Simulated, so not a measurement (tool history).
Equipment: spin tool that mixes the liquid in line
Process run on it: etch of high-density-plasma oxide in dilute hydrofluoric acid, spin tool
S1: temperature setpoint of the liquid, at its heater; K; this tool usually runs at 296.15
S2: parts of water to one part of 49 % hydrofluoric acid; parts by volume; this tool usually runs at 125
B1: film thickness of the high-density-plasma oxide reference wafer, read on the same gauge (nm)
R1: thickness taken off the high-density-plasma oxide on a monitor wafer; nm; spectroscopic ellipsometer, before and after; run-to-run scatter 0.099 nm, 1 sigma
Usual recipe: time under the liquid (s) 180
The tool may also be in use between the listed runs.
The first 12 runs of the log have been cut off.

Run 13, day 7.375: usual settings; B1 59.98. Result: R1 12.22 nm.
Run 14, day 8.054: usual settings; B1 59.96. Result: R1 12.1 nm.
Run 15, day 8.333: usual settings but S1 297.65 K, time under the liquid (s) 275; B1 60. Result: R1 19.7 nm.
At day 8.588: hydrofluoric acid flow meter replaced.
Run 16, day 8.762: usual settings; B1 59.99. Result: R1 10.95 nm.
Run 17, day 9.496: usual settings but S1 300.15 K, S2 185 parts by volume; B1 60.02. Result: R1 8.11 nm.
Run 18, day 9.954: usual settings but S1 292.15 K, S2 70 parts by volume; B1 60.03. Result: R1 17.89 nm.
Run 19, day 10.554: usual settings but S1 299.65 K, S2 155 parts by volume, time under the liquid (s) 210; B1 59.98. Result: R1 11.4 nm.
At day 11.804: thermometer replaced.
Run 20, day 12.488: usual settings but time under the liquid (s) 265; B1 60.06. Result: R1 16.66 nm.
Run 21, day 13.046: usual settings; B1 59.99. Result: R1 11.17 nm.
Run 22, day 13.65: usual settings but time under the liquid (s) 155; B1 59.97. Result: R1 9.61 nm.
Run 23, day 13.996: usual settings; B1 59.93. Result: R1 11.27 nm.
Run 24, day 14.317: usual settings but time under the liquid (s) 245; B1 59.99. Result: R1 15.38 nm.
Run 25, day 14.883: usual settings; B1 60.01. Result: R1 11.28 nm.
Run 26, day 15.279: usual settings but S2 165 parts by volume, time under the liquid (s) 105; B1 59.97. Result: R1 4.79 nm.
Run 27, day 15.938: usual settings but S1 299.65 K, S2 65 parts by volume, time under the liquid (s) 240; B1 59.96. Result: R1 35.92 nm.
Run 28, day 16.579: usual settings but S1 294.15 K, time under the liquid (s) 130; B1 59.99. Result: R1 7.5 nm.
Run 29, day 17.188: usual settings but S1 298.15 K, S2 140 parts by volume; B1 59.98. Result: R1 10.91 nm.
Run 30, day 17.554: usual settings but S1 293.65 K; B1 59.98. Result: R1 10.53 nm.
Run 31, day 18.088: usual settings but S1 292.15 K, S2 165 parts by volume; B1 60.01. Result: R1 7.16 nm.
Run 32, day 18.65: usual settings but S1 298.65 K, S2 75 parts by volume, time under the liquid (s) 105; B1 60. Result: R1 13.01 nm.

Alternative continuations, all from the tool just after run 32; predict every row:
Run A, day 18.671: usual settings but S1 297.65 K; B1 ?. Result: R1 ?.
Run B, day 18.671: usual settings but time under the liquid (s) 235; B1 ?. Result: R1 ?.
Run C, day 18.671: usual settings but S1 292.65 K, S2 80 parts by volume; B1 ?. Result: R1 ?.
Run D, day 18.671: usual settings but S1 293.15 K, S2 165 parts by volume, time under the liquid (s) 115; B1 ?. Result: R1 ?.

run     B1     R1
  A  59.96  12.25
  B  59.96  15.08
  C  59.96  16.45
  D  59.96   4.76
Take away the tool's hidden state, keep each run's random variation, and the runs would have read:
run     R1
  A  11.59
  B  14.27
  C  15.61
  D    4.5

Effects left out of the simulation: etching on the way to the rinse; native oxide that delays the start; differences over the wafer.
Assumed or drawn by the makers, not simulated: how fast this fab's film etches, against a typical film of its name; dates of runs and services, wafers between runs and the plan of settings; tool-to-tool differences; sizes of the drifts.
